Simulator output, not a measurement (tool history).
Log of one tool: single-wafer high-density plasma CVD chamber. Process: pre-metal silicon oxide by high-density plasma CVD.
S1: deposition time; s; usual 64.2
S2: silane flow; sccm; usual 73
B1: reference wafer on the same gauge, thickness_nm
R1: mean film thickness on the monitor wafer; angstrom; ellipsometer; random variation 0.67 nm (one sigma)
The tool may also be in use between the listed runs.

Run 1, day 0.000: usual settings; B1 452.186. Result: R1 4665.02 angstrom.
Run 2, day 0.783: usual settings; B1 452.015. Result: R1 4649.20 angstrom.
Run 3, day 1.529: usual settings; B1 452.101. Result: R1 4654.72 angstrom.
Run 4, day 2.204: usual settings; B1 451.914. Result: R1 4661.54 angstrom.
Run 5, day 3.404: usual settings; B1 451.993. Result: R1 4648.05 angstrom.
Run 6, day 4.208: usual settings but S1 59.2 s; B1 451.652. Result: R1 4290.08 angstrom.
Run 7, day 5.496: usual settings but S1 59.2 s; B1 452.046. Result: R1 4307.08 angstrom.
At day 8.212: gauge calibrated.
Run 8, day 9.275: usual settings but S1 70.5 s; B1 452.163. Result: R1 5128.03 angstrom.
Run 9, day 10.350: usual settings but S1 59.7 s; B1 452.061. Result: R1 4331.33 angstrom.
At day 11.421: silane flow controller replaced.
Run 10, day 12.188: usual settings but S1 72.5 s; B1 452.113. Result: R1 4639.48 angstrom.
Run 11, day 12.958: usual settings but S1 70.3 s; B1 451.904. Result: R1 4517.93 angstrom.
At day 14.421: silane flow controller replaced, repeated, since the last time left the tool worse.
Run 12, day 14.442: usual settings but S1 59.2 s; B1 451.789. Result: R1 4117.98 angstrom.
Run 13, day 15.446: usual settings but S1 68.7 s, S2 63 sccm; B1 452.117. Result: R1 4109.23 angstrom.
Run 14, day 16.879: usual settings; B1 452.126. Result: R1 4486.86 angstrom.

3 ways to go on from here, each from the tool as it stands after run 14. What would each give?
Run A, day 16.896: usual settings but S2 64 sccm; B1 ?. Result: R1 ?.
Run B, day 16.896: usual settings but S1 76.4 s, S2 67 sccm; B1 ?. Result: R1 ?.
Run C, day 16.896: usual settings but S1 74.4 s, S2 66 sccm; B1 ?. Result: R1 ?.

run       B1       R1
  A  451.846  3921.72
  B  451.846  4885.74
  C  451.846  4686.82
Without the tool's hidden state the same runs would have given:
run       R1
  A  3917.97
  B  4881.06
  C  4682.34
